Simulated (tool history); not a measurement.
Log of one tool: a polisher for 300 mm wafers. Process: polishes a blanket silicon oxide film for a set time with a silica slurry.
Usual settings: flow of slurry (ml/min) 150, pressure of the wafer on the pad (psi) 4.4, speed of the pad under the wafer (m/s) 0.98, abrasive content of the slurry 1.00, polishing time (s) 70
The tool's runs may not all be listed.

run	hour	flow of slurry (ml/min)	pressure of the wafer on the pad (psi)	speed of the pad under the wafer (m/s)	abrasive content of the slurry	polishing time (s)	incoming thickness of the incoming film, nm	film removed (nm)
1	0.0	150	4.4	0.98	1.10	79	1085.7	215.0
2	14.0	150	4.4	0.98	1.00	83	1080.7	221.0
3	47.4	150	4.4	0.98	1.00	83	1066.7	220.6
4	70.6	150	4.4	0.98	1.00	83	1068.2	213.2
5	105.9	150	4.4	0.98	1.15	70	1077.2	184.0
6	141.7	150	4.4	1.10	1.25	70	1064.7	200.2
7	158.9	150	4.4	0.98	1.10	70	1071.6	180.4
8	193.9	150	5.9	0.78	1.00	70	1052.4	197.5
# hour 207.0: worn pad replaced by a new one
9	209.3	150	4.4	0.98	1.00	70	1071.1	186.6
# hour 229.7: slurry blender recalibrated
10	231.8	175	4.4	0.98	0.90	70	1058.4	183.8
11	258.0	150	5.3	1.14	1.00	70	1066.7	232.4
12	298.5	170	5.5	0.74	1.00	70	1078.8	196.1
# hour 317.0: head pressure recalibrated
13	327.3	120	4.4	0.66	1.00	70	1076.9	135.2
14	349.0	150	4.4	0.98	1.00	70	1059.9	168.3
# hour 363.6: conditioning disc replaced and pad reconditioned
15	374.1	125	4.4	0.98	1.00	70	1067.8	156.9
16	398.7	150	4.4	1.10	1.00	70	1074.3	171.8
# hour 429.7: worn pad replaced by a new one
17	431.0	170	5.5	0.74	1.00	70	1069.9	193.9
18	445.5	190	3.3	0.98	1.15	90	1069.7	192.7
19	531.3	150	4.4	0.84	0.90	70	1075.7	159.5
20	546.6	190	4.4	0.98	1.00	70	1055.6	181.4
21	568.0	175	3.6	0.98	1.00	58	1071.8	126.8
22	596.6	150	5.5	0.98	1.00	78	1082.0	230.4
# hour 605.8: slurry blender recalibrated
23	613.7	150	5.4	0.98	1.00	70	1071.5	206.6
24	627.3	120	4.0	1.20	1.00	93	1080.2	219.0
25	654.6	115	3.5	1.28	1.00	70	1058.9	152.6
# hour 659.0: worn pad replaced by a new one
26	722.0	150	4.4	0.98	0.85	70	1053.2	177.9

Measured less the same run without the tool's hidden state. The same run-to-run variation is in both; the gauge's scatter may not be:
The hidden state here: removal rate lost through wear of the pad, %; slurry flow missing at the pad, %; deviation of the head's pressure from its setpoint, %; abrasive missing from the slurry, %; time polished since the conditioner stopped cutting, s.
run	film removed (nm)
1	+11.2
2	+11.3
3	+10.1
4	+8.5
5	+5.1
6	+2.3
7	+0.3
8	-4.2
9	+10.1
10	+9.7
11	+11.7
12	+8.3
13	-5.1
14	-7.3
15	-8.1
16	-10.7
17	+1.9
18	+2.2
19	+1.1
20	+0.6
21	-0.4
22	-3.1
23	-4.5
24	-6.3
25	-7.0
26	+7.1

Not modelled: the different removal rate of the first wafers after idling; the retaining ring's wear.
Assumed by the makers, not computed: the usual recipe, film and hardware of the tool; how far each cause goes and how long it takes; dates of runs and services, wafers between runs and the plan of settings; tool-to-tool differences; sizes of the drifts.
